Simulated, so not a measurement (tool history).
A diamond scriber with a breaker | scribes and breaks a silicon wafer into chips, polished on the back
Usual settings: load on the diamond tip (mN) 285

run	hour	load on the diamond tip (mN)	wafers since the last listed run	hours since the diamond tip was replaced	hours since the load on the tip was calibrated	incoming depth of the damage left on the back of the incoming wafer, um	depth of the median crack under the scribed line (µm)	chips rejected at inspection after the break (%)
1	0	305	0	264.5	465.4	0.04	9.94	1.54
2	18.4	305	54	282.9	483.8	0.02	10.05	1.46
3	51.6	305	98	316.1	517	0.02	9.98	1.85
4	63.7	351	35	328.2	529.1	0.03	10.76	1.05
5	89.6	221	76	354.1	555	0.05	8.01	12.34
6	112.3	221	67	376.8	577.7	0.02	7.89	11.34
7	136.5	285	71	401	601.9	0.05	9.36	3.97
8	155.2	267	55	419.7	620.6	0.02	8.7	5.63
# hour 159.2: load on the tip recalibrated
9	189.7	267	96	454.2	30.5	0.01	8.61	6.77
# hour 205.6: diamond tip replaced by a new one
10	224.3	285	96	18.7	65.1	0.05	10.7	0.93
11	245.3	330	62	39.7	86.1	0.03	12.16	1.5
12	272.7	340	81	67.1	113.5	0.01	12.08	1.65
13	304.9	252	95	99.3	145.7	0.01	9.58	2.55
14	319.1	285	42	113.5	159.9	0.05	10.43	1.11
15	354.4	214	104	148.8	195.2	0.04	8.45	7.67
16	387	285	96	181.4	227.8	0.03	10.18	1.38
17	422.9	346	106	217.3	263.7	0.03	11.66	1.15
18	447.3	210	72	241.7	288.1	0.04	8.27	10.21
19	477.8	219	90	272.2	318.6	0.02	8.42	9.11

Forecast each of these 4 alternatives for the next run:
A	478.3	285	1	272.7	319.1	0.03	?	?
B	478.3	208	1	272.7	319.1	0.03	?	?
C	478.3	349	1	272.7	319.1	0.03	?	?
D	478.3	342	1	272.7	319.1	0.03	?	?

run	depth of the median crack under the scribed line (µm)	chips rejected at inspection after the break (%)
A	9.88	2.01
B	7.95	10.49
C	11.35	1.01
D	11.19	0.94
Without the tool's hidden state the same runs would have given:
run	depth of the median crack under the scribed line (µm)	chips rejected at inspection after the break (%)
A	11	0.91
B	8.85	5.33
C	12.63	2.74
D	12.46	2.39
